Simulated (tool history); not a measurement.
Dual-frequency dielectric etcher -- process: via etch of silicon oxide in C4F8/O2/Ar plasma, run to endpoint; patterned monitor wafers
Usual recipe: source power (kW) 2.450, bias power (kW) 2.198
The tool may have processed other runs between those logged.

run    hour  source power (kW)  bias power (kW)  wafers since the last listed run  hours since the last wet clean  hours since the last source power generator calibration  hours since the last bias power generator calibration  hours since the last upper electrode change  incoming incoming film thickness, nm  endpoint time (s)
  1     0.0              2.290            2.198                                 0                           227.4                                                   1996.1                                                 1061.8                                       1301.5                                1617.7              278.6
  2    48.0              2.290            2.198                               169                           275.4                                                   2044.1                                                 1109.8                                       1349.5                                1612.0              277.8
  3   112.6              2.450            2.198                               227                           340.0                                                   2108.7                                                 1174.4                                       1414.1                                1619.5              271.6
  4   173.9              2.450            2.198                               216                           401.3                                                   2170.0                                                 1235.7                                       1475.4                                1637.0              273.7
  5   230.5              2.450            2.198                               199                           457.9                                                   2226.6                                                 1292.3                                       1532.0                                1616.6              271.6
  6   256.5              2.450            2.198                                91                           483.9                                                   2252.6                                                 1318.3                                       1558.0                                1621.9              274.1
      285.1  -- wet clean of the chamber
  7   325.3              2.450            2.198                               157                            40.2                                                   2321.4                                                 1387.1                                       1626.8                                1628.3              271.4
  8   351.6              2.450            2.198                                92                            66.5                                                   2347.7                                                 1413.4                                       1653.1                                1624.2              269.1
  9   389.0              2.450            2.198                               131                           103.9                                                   2385.1                                                 1450.8                                       1690.5                                1638.0              275.4
 10   430.6              2.450            2.198                               146                           145.5                                                   2426.7                                                 1492.4                                       1732.1                                1615.7              270.4
 11   492.3              2.450            2.198                               217                           207.2                                                   2488.4                                                 1554.1                                       1793.8                                1622.9              271.7
 12   549.3              2.450            2.198                               200                           264.2                                                   2545.4                                                 1611.1                                       1850.8                                1616.2              272.3
 13   606.1              2.870            2.404                               200                           321.0                                                   2602.2                                                 1667.9                                       1907.6                                1631.8              246.8
 14   636.0              2.450            2.198                               105                           350.9                                                   2632.1                                                 1697.8                                       1937.5                                1627.2              272.8
 15   707.8              2.450            2.198                               253                           422.7                                                   2703.9                                                 1769.6                                       2009.3                                1626.9              272.3
      771.8  -- wet clean of the chamber
 16   806.5              1.990            2.633                               263                            34.7                                                   2802.6                                                 1868.3                                       2108.0                                1621.1              278.1
      828.4  -- bias power generator calibrated
 17   861.6              2.670            2.445                               180                            89.8                                                   2857.7                                                   33.2                                       2163.1                                1620.4              250.5
 18   933.0              1.960            2.337                               251                           161.2                                                   2929.1                                                  104.6                                       2234.5                                1618.9              295.4
 19   995.2              2.250            1.836                               219                           223.4                                                   2991.3                                                  166.8                                       2296.7                                1641.0              309.5
     1012.7  -- source power generator calibrated
 20  1049.4              2.450            2.354                               177                           277.6                                                     36.7                                                  221.0                                       2350.9                                1632.8              260.1
     1217.1  -- wet clean of the chamber
 21  1235.3              3.040            2.198                               570                            18.2                                                    222.6                                                  406.9                                       2536.8                                1625.6              244.3
 22  1277.6              3.010            1.900                               149                            60.5                                                    264.9                                                  449.2                                       2579.1                                1622.8              259.3
 23  1339.7              2.950            2.480                               218                           122.6                                                    327.0                                                  511.3                                       2641.2                                1626.7              236.3
 24  1374.8              1.970            1.729                               123                           157.7                                                    362.1                                                  546.4                                       2676.3                                1621.4              326.9
     1451.3  -- upper electrode replaced
 25  1451.8              2.450            2.198                               186                           234.7                                                    439.1                                                  623.4                                          0.5                                1646.4              273.2
 26  1498.9              1.990            1.880                               166                           281.8                                                    486.2                                                  670.5                                         47.6                                1616.6              313.4
 27  1532.4              2.450            2.198                               118                           315.3                                                    519.7                                                  704.0                                         81.1                                1621.0              267.3
 28  1566.7              2.450            2.198                               120                           349.6                                                    554.0                                                  738.3                                        115.4                                1614.9              268.1
     1613.0  -- wet clean of the chamber
 29  1635.7              2.210            2.198                               158                            22.7                                                    623.0                                                  807.3                                        184.4                                1615.3              280.2
 30  1692.4              2.450            1.964                               199                            79.4                                                    679.7                                                  864.0                                        241.1                                1620.3              281.9
 31  1750.3              2.450            2.198                               204                           137.3                                                    737.6                                                  921.9                                        299.0                                1625.1              270.6
 32  1820.9              2.050            1.867                               248                           207.9                                                    808.2                                                  992.5                                        369.6                                1628.1              311.5
 33  1883.8              2.100            2.663                               221                           270.8                                                    871.1                                                 1055.4                                        432.5                                1617.3              267.3
 34  1937.4              2.170            2.198                               188                           324.4                                                    924.7                                                 1109.0                                        486.1                                1639.2              287.5

Predict each of these 5 candidate next runs independently; none follows another, all start after run 34:
  A  1937.9              2.450            2.198                                 1                           324.9                                                    925.2                                                 1109.5                                        486.6                                1614.1                  ?
  B  1937.9              2.780            1.735                                 1                           324.9                                                    925.2                                                 1109.5                                        486.6                                1614.1                  ?
  C  1937.9              2.450            2.628                                 1                           324.9                                                    925.2                                                 1109.5                                        486.6                                1614.1                  ?
  D  1937.9              2.760            2.563                                 1                           324.9                                                    925.2                                                 1109.5                                        486.6                                1614.1                  ?
  E  1937.9              2.190            2.198                                 1                           324.9                                                    925.2                                                 1109.5                                        486.6                                1614.1                  ?

run  endpoint time (s)
  A              268.3
  B              278.3
  C              250.0
  D              239.4
  E              282.6
Without the tool's hidden state the same runs would have given:
run  endpoint time (s)
  A              265.4
  B              275.2
  C              247.4
  D              236.8
  E              279.5

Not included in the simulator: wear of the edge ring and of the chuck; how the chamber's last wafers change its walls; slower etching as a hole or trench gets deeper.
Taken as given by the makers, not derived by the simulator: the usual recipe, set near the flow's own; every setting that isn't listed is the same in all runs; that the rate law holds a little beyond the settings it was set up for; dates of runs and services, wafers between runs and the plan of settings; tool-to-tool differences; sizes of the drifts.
